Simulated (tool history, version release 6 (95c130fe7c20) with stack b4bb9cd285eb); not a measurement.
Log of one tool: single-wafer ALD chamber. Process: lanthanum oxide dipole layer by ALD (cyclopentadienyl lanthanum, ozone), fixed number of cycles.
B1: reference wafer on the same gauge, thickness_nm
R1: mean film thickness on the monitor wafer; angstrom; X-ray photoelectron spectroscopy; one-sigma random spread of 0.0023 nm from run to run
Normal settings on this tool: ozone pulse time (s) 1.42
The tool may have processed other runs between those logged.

Run 1, hour 0: usual settings; B1 0.528. Result: R1 5.15 angstrom.
Run 2, hour 63.5: usual settings; B1 0.528. Result: R1 5.15 angstrom.
Run 3, hour 124.5: usual settings but ozone pulse time (s) 1.81; B1 0.527. Result: R1 5.4 angstrom.
Run 4, hour 149.8: usual settings but ozone pulse time (s) 1.81; B1 0.528. Result: R1 5.43 angstrom.
Run 5, hour 207.1: usual settings; B1 0.528. Result: R1 5.13 angstrom.
Run 6, hour 237.7: usual settings; B1 0.527. Result: R1 5.13 angstrom.
At hour 273.1: ozone generator serviced.
Run 7, hour 273.6: usual settings; B1 0.527. Result: R1 5.44 angstrom.
Run 8, hour 322.5: usual settings; B1 0.528. Result: R1 5.44 angstrom.
Run 9, hour 351.1: usual settings but ozone pulse time (s) 1.06; B1 0.528. Result: R1 5.12 angstrom.
Run 10, hour 375.5: usual settings but ozone pulse time (s) 1.83; B1 0.528. Result: R1 5.62 angstrom.
At hour 412.7: thermocouple changed; heater temperature recalibrated.
At hour 436.9: showerhead replaced.
Run 11, hour 451.2: usual settings; B1 0.527. Result: R1 5.38 angstrom.
Run 12, hour 494.8: usual settings but ozone pulse time (s) 1.16; B1 0.527. Result: R1 5.09 angstrom.
At hour 520: gauge calibrated.
Run 13, hour 545.1: usual settings but ozone pulse time (s) 1.68; B1 0.527. Result: R1 5.51 angstrom.
Run 14, hour 588.5: usual settings; B1 0.528. Result: R1 5.28 angstrom.
Run 15, hour 619.9: usual settings but ozone pulse time (s) 1.2; B1 0.528. Result: R1 5.1 angstrom.
Run 16, hour 664.4: usual settings but ozone pulse time (s) 0.98; B1 0.528. Result: R1 4.84 angstrom.
Run 17, hour 713.6: usual settings but ozone pulse time (s) 1.69; B1 0.528. Result: R1 5.42 angstrom.
Run 18, hour 769.8: usual settings but ozone pulse time (s) 0.87; B1 0.528. Result: R1 4.6 angstrom.

5 options for the next run, each taken on its own from the tool as it stands now. Forecast them:
Run A, hour 770.2: usual settings but ozone pulse time (s) 0.93; B1 ?. Result: R1 ?.
Run B, hour 770.2: usual settings but ozone pulse time (s) 1; B1 ?. Result: R1 ?.
Run C, hour 770.2: usual settings but ozone pulse time (s) 1.07; B1 ?. Result: R1 ?.
Run D, hour 770.2: usual settings but ozone pulse time (s) 1.84; B1 ?. Result: R1 ?.
Run E, hour 770.2: usual settings but ozone pulse time (s) 1.7; B1 ?. Result: R1 ?.

run     B1    R1
  A  0.527  4.68
  B  0.527  4.77
  C  0.527  4.86
  D  0.527  5.45
  E  0.527  5.38
Had the tool no hidden state, the same runs would have come out as:
run    R1
  A  5.16
  B  5.23
  C   5.3
  D   5.7
  E  5.65

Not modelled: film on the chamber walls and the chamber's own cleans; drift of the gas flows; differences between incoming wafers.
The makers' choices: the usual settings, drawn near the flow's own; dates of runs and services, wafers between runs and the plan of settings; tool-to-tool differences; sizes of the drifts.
